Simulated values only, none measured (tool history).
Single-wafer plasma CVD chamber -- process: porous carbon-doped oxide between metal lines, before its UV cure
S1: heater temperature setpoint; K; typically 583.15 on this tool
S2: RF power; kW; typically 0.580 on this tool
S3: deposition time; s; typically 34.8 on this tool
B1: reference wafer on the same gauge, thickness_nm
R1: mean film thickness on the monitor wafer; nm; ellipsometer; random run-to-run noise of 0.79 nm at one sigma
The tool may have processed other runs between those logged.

run	hour	S1	S2	S3	B1	R1
1	0.0	583.15	0.580	37.3	187.847	219.217
2	48.3	583.15	0.580	37.3	187.869	218.797
3	72.9	583.15	0.580	34.8	188.226	204.619
4	119.6	583.15	0.580	34.8	187.998	204.052
# hour 147.9: gauge calibrated
5	163.2	583.15	0.580	34.8	188.045	203.626
6	229.6	583.15	0.580	34.8	188.075	203.830
7	266.9	583.15	0.580	34.8	187.946	204.018
8	324.7	583.15	0.580	34.8	187.658	204.396
9	383.1	592.15	0.580	29.6	188.071	164.870
10	441.9	592.15	0.580	29.6	188.128	164.925
11	490.2	592.15	0.580	29.6	188.002	165.523
12	523.6	583.15	0.580	34.8	188.041	203.046
13	587.8	583.15	0.580	34.8	188.058	203.046
14	648.4	583.15	0.555	34.8	187.871	194.956
15	692.9	583.15	0.555	34.8	187.868	194.628
16	750.0	583.15	0.555	34.8	188.044	194.113
# hour 814.8: RF generator calibrated
17	820.7	583.15	0.580	41.7	187.897	236.958
18	865.7	583.15	0.495	32.9	187.842	159.733
19	915.5	569.15	0.580	34.8	187.916	214.225
20	952.0	583.15	0.670	34.8	188.055	223.699
# hour 986.9: gauge calibrated
21	994.2	583.15	0.580	34.8	188.007	196.895
22	1030.8	583.15	0.580	34.8	187.890	196.142
# hour 1068.2: RF generator calibrated, repeated, since the last time left the tool worse
23	1068.7	583.15	0.580	34.8	188.055	206.896
# hour 1214.2: thermocouple changed; heater temperature recalibrated
24	1215.3	575.15	0.625	38.2	188.356	254.212
# hour 1251.1: showerhead replaced
25	1280.5	583.15	0.580	37.2	188.290	219.583
26	1328.0	583.15	0.580	34.8	187.982	205.773
27	1386.8	597.15	0.630	34.8	187.987	204.476
28	1417.6	595.15	0.615	41.0	188.166	237.360
29	1456.8	583.15	0.580	34.8	188.162	205.184
30	1485.2	578.15	0.510	28.1	188.154	151.224
31	1520.9	583.15	0.580	34.8	187.983	205.541
32	1589.2	576.15	0.510	30.3	187.770	164.924

Selected run-to-run steps in R1, each split into two signed amounts: the part the tool would show with no hidden state at all (from settings, incoming material and random variation), and the remainder, which goes to the hidden state together with any gauge scatter not common to the measured and the hidden-state-free results:
Hidden state at play: wafer temperature above the value expected at the setpoint (K); delivered RF power above the setpoint (%); gauge reads high (%).
Run 16 -> 17: S2 0.555 -> 0.580, S3 34.8 -> 41.7, RF generator calibrated. R1 +42.845 nm: hidden state -6.563, all else +49.408.
Run 17 -> 18: S2 0.580 -> 0.495, S3 41.7 -> 32.9. R1 -77.225 nm: hidden state +1.887, all else -79.112.
Run 18 -> 19: S1 583.15 -> 569.15, S2 0.495 -> 0.580, S3 32.9 -> 34.8. R1 +54.492 nm: hidden state -2.106, all else +56.598.
Run 22 -> 23: RF generator calibrated, repeated, since the last time left the tool worse. R1 +10.754 nm: hidden state +11.664, all else -0.910.
Run 23 -> 24: S1 583.15 -> 575.15, S2 0.580 -> 0.625, S3 34.8 -> 38.2, thermocouple changed; heater temperature recalibrated. R1 +47.316 nm: hidden state -2.114, all else +49.430.
Run 30 -> 31: S1 578.15 -> 583.15, S2 0.510 -> 0.580, S3 28.1 -> 34.8. R1 +54.317 nm: hidden state -1.052, all else +55.369.
